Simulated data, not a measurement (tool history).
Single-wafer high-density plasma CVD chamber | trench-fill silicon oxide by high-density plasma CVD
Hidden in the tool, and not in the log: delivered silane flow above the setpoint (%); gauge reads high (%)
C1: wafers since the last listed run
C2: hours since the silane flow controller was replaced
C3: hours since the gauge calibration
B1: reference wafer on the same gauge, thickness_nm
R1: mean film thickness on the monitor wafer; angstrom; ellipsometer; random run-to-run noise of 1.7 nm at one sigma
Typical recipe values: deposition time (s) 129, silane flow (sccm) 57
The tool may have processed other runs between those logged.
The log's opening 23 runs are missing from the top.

{"day": 75.112, "done": "silane flow controller replaced"}
{"run": 24, "day": 80.217, "deposition time (s)": 129, "silane flow (sccm)": 48, "C1": 1789, "C2": 122.5, "C3": 994.6, "B1": 662.09, "R1": 5783.33}
{"run": 25, "day": 83.0, "deposition time (s)": 141, "silane flow (sccm)": 57, "C1": 580, "C2": 189.3, "C3": 1061.4, "B1": 662.226, "R1": 7494.0}
{"run": 26, "day": 88.638, "deposition time (s)": 129, "silane flow (sccm)": 57, "C1": 1176, "C2": 324.6, "C3": 1196.7, "B1": 661.774, "R1": 6885.47}
{"run": 27, "day": 90.525, "deposition time (s)": 129, "silane flow (sccm)": 66, "C1": 393, "C2": 369.9, "C3": 1242.0, "B1": 662.017, "R1": 7986.07}
{"run": 28, "day": 92.454, "deposition time (s)": 154, "silane flow (sccm)": 50, "C1": 402, "C2": 416.2, "C3": 1288.3, "B1": 661.851, "R1": 7181.43}
{"run": 29, "day": 103.717, "deposition time (s)": 152, "silane flow (sccm)": 46, "C1": 2349, "C2": 686.5, "C3": 1558.6, "B1": 661.799, "R1": 6590.21}
{"run": 30, "day": 107.646, "deposition time (s)": 144, "silane flow (sccm)": 57, "C1": 819, "C2": 780.8, "C3": 1652.9, "B1": 661.926, "R1": 7761.41}
{"run": 31, "day": 111.112, "deposition time (s)": 148, "silane flow (sccm)": 50, "C1": 723, "C2": 864.0, "C3": 1736.1, "B1": 662.037, "R1": 6955.1}
{"run": 32, "day": 113.404, "deposition time (s)": 138, "silane flow (sccm)": 65, "C1": 478, "C2": 919.0, "C3": 1791.1, "B1": 662.042, "R1": 8453.02}
{"run": 33, "day": 117.908, "deposition time (s)": 106, "silane flow (sccm)": 64, "C1": 939, "C2": 1027.1, "C3": 1899.2, "B1": 661.808, "R1": 6409.91}
{"run": 34, "day": 120.246, "deposition time (s)": 129, "silane flow (sccm)": 61, "C1": 487, "C2": 1083.2, "C3": 1955.3, "B1": 662.097, "R1": 7446.79}
{"run": 35, "day": 122.208, "deposition time (s)": 120, "silane flow (sccm)": 46, "C1": 409, "C2": 1130.3, "C3": 2002.4, "B1": 662.105, "R1": 5192.31}
{"run": 36, "day": 131.488, "deposition time (s)": 129, "silane flow (sccm)": 57, "C1": 1936, "C2": 1353.0, "C3": 2225.1, "B1": 661.998, "R1": 6971.93}
{"run": 37, "day": 134.183, "deposition time (s)": 117, "silane flow (sccm)": 48, "C1": 562, "C2": 1417.7, "C3": 2289.8, "B1": 662.13, "R1": 5337.23}
{"run": 38, "day": 136.321, "deposition time (s)": 129, "silane flow (sccm)": 57, "C1": 445, "C2": 1469.0, "C3": 2341.1, "B1": 662.103, "R1": 6983.16}
{"run": 39, "day": 138.954, "deposition time (s)": 129, "silane flow (sccm)": 65, "C1": 549, "C2": 1532.2, "C3": 2404.3, "B1": 662.085, "R1": 7967.69}
{"run": 40, "day": 143.171, "deposition time (s)": 145, "silane flow (sccm)": 50, "C1": 879, "C2": 1633.4, "C3": 2505.5, "B1": 661.985, "R1": 6902.25}
{"run": 41, "day": 147.612, "deposition time (s)": 108, "silane flow (sccm)": 57, "C1": 926, "C2": 1740.0, "C3": 2612.1, "B1": 662.068, "R1": 5877.41}
{"run": 42, "day": 149.133, "deposition time (s)": 119, "silane flow (sccm)": 49, "C1": 317, "C2": 1776.5, "C3": 2648.6, "B1": 662.07, "R1": 5587.49}
{"run": 43, "day": 152.117, "deposition time (s)": 129, "silane flow (sccm)": 48, "C1": 622, "C2": 1848.1, "C3": 2720.2, "B1": 661.733, "R1": 5898.99}
{"run": 44, "day": 155.904, "deposition time (s)": 136, "silane flow (sccm)": 54, "C1": 790, "C2": 1939.0, "C3": 2811.1, "B1": 661.725, "R1": 7030.75}
{"run": 45, "day": 160.204, "deposition time (s)": 129, "silane flow (sccm)": 50, "C1": 897, "C2": 2042.2, "C3": 2914.3, "B1": 661.82, "R1": 6182.46}

Consider 5 possible next runs. They are alternatives, not a sequence: every one starts from the tool as it was left by run 45. What does each give?
{"run": "A", "day": 160.221, "deposition time (s)": 129, "silane flow (sccm)": 57, "C1": 3, "C2": 2042.6, "C3": 2914.7, "B1": "?", "R1": "?"}
{"run": "B", "day": 160.221, "deposition time (s)": 106, "silane flow (sccm)": 54, "C1": 3, "C2": 2042.6, "C3": 2914.7, "B1": "?", "R1": "?"}
{"run": "C", "day": 160.221, "deposition time (s)": 104, "silane flow (sccm)": 53, "C1": 3, "C2": 2042.6, "C3": 2914.7, "B1": "?", "R1": "?"}
{"run": "D", "day": 160.221, "deposition time (s)": 146, "silane flow (sccm)": 68, "C1": 3, "C2": 2042.6, "C3": 2914.7, "B1": "?", "R1": "?"}
{"run": "E", "day": 160.221, "deposition time (s)": 151, "silane flow (sccm)": 48, "C1": 3, "C2": 2042.6, "C3": 2914.7, "B1": "?", "R1": "?"}

run=A B1=661.668 R1=7066.36
run=B B1=661.668 R1=5500.86
run=C B1=661.668 R1=5297.12
run=D B1=661.668 R1=9540.97
run=E B1=661.668 R1=6965.45
With no hidden state in the tool, these same runs would have given:
run=A R1=6844.56
run=B R1=5328.20
run=C R1=5130.86
run=D R1=9241.51
run=E R1=6746.82

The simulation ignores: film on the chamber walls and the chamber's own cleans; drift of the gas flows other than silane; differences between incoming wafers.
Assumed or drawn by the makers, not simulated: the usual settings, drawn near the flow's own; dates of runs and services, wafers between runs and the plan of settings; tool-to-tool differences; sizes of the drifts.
